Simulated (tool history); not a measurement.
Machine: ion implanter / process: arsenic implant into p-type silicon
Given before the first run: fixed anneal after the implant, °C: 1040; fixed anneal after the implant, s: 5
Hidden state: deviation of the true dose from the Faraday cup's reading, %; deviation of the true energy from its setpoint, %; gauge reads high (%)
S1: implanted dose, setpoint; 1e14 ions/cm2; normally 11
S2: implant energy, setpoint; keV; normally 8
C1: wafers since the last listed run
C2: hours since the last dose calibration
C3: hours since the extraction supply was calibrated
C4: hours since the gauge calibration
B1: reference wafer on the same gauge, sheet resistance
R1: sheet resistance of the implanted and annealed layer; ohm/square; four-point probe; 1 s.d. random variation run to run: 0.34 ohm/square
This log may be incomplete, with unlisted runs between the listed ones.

| run | hour | S1 | S2 | C1 | C2 | C3 | C4 | B1 | R1 |
|---|---|---|---|---|---|---|---|---|---|
| 1 | 0 | 11 | 8 | 0 | 1282.7 | 3708.1 | 1109.8 | 152.9 | 155.65 |
|  | 20.2 | gauge calibrated |
| 2 | 100.7 | 9.96 | 8 | 1892 | 1383.4 | 3808.8 | 80.5 | 153.01 | 162.25 |
| 3 | 141.7 | 9.96 | 8 | 770 | 1424.4 | 3849.8 | 121.5 | 152.98 | 161.2 |
| 4 | 224.9 | 11 | 8 | 1563 | 1507.6 | 3933 | 204.7 | 153.05 | 155.71 |
| 5 | 286.9 | 8.4 | 8 | 1165 | 1569.6 | 3995 | 266.7 | 152.91 | 171.5 |
| 6 | 362.9 | 8.4 | 8 | 1428 | 1645.6 | 4071 | 342.7 | 153.08 | 172.69 |
| 7 | 459.4 | 11 | 8 | 1813 | 1742.1 | 4167.5 | 439.2 | 153 | 154.87 |
| 8 | 552.4 | 11 | 8 | 1748 | 1835.1 | 4260.5 | 532.2 | 152.96 | 155.37 |
| 9 | 640.7 | 11 | 8 | 1659 | 1923.4 | 4348.8 | 620.5 | 153.16 | 155.13 |
|  | 678.3 | extraction supply calibrated |
| 10 | 687.5 | 11 | 8 | 729 | 1970.2 | 9.2 | 667.3 | 153.08 | 155.45 |
| 11 | 788.3 | 11 | 8 | 1894 | 2071 | 110 | 768.1 | 153.11 | 155.25 |
|  | 1017.1 | Faraday cup replaced and dose calibrated |
| 12 | 1045.3 | 13.48 | 5.5 | 4680 | 28.2 | 367 | 1025.1 | 153.14 | 158.07 |
| 13 | 1095.5 | 11 | 7 | 943 | 78.4 | 417.2 | 1075.3 | 153.03 | 161.26 |
| 14 | 1153.2 | 9.61 | 7 | 1084 | 136.1 | 474.9 | 1133 | 153.01 | 168.3 |
| 15 | 1212.1 | 11 | 9.5 | 1107 | 195 | 533.8 | 1191.9 | 152.86 | 151.93 |
| 16 | 1298.9 | 11 | 8 | 1631 | 281.8 | 620.6 | 1278.7 | 152.97 | 157.49 |
|  | 1332.6 | gauge calibrated |
| 17 | 1372.9 | 8.56 | 6 | 1390 | 355.8 | 694.6 | 40.3 | 153 | 180.85 |
| 18 | 1433.6 | 11 | 8 | 1140 | 416.5 | 755.3 | 101 | 152.87 | 157.25 |
| 19 | 1511.7 | 7.83 | 7 | 1467 | 494.6 | 833.4 | 179.1 | 152.9 | 183.18 |
| 20 | 1607.2 | 9.64 | 8 | 1795 | 590.1 | 928.9 | 274.6 | 152.99 | 164.42 |
| 21 | 1645.5 | 13.79 | 10 | 719 | 628.4 | 967.2 | 312.9 | 152.91 | 140.13 |
| 22 | 1732.8 | 12.48 | 9 | 1640 | 715.7 | 1054.5 | 400.2 | 152.98 | 148.26 |

Here are 5 independent what-if runs from the current tool condition. What would each one return?
| A | 1733.2 | 12.71 | 8 | 7 | 716.1 | 1054.9 | 400.6 | ? | ? |
| B | 1733.2 | 11 | 10 | 7 | 716.1 | 1054.9 | 400.6 | ? | ? |
| C | 1733.2 | 7.96 | 9.5 | 7 | 716.1 | 1054.9 | 400.6 | ? | ? |
| D | 1733.2 | 11 | 9 | 7 | 716.1 | 1054.9 | 400.6 | ? | ? |
| E | 1733.2 | 9.59 | 10 | 7 | 716.1 | 1054.9 | 400.6 | ? | ? |

| run | B1 | R1 |
|---|---|---|
| A | 152.99 | 151.02 |
| B | 152.99 | 151.04 |
| C | 152.99 | 174.42 |
| D | 152.99 | 154.29 |
| E | 152.99 | 159.12 |
With the hidden condition removed and each run's random variation left untouched, the same runs would have given:
| run | R1 |
|---|---|
| A | 150.8 |
| B | 150.76 |
| C | 173.97 |
| D | 154.01 |
| E | 158.78 |
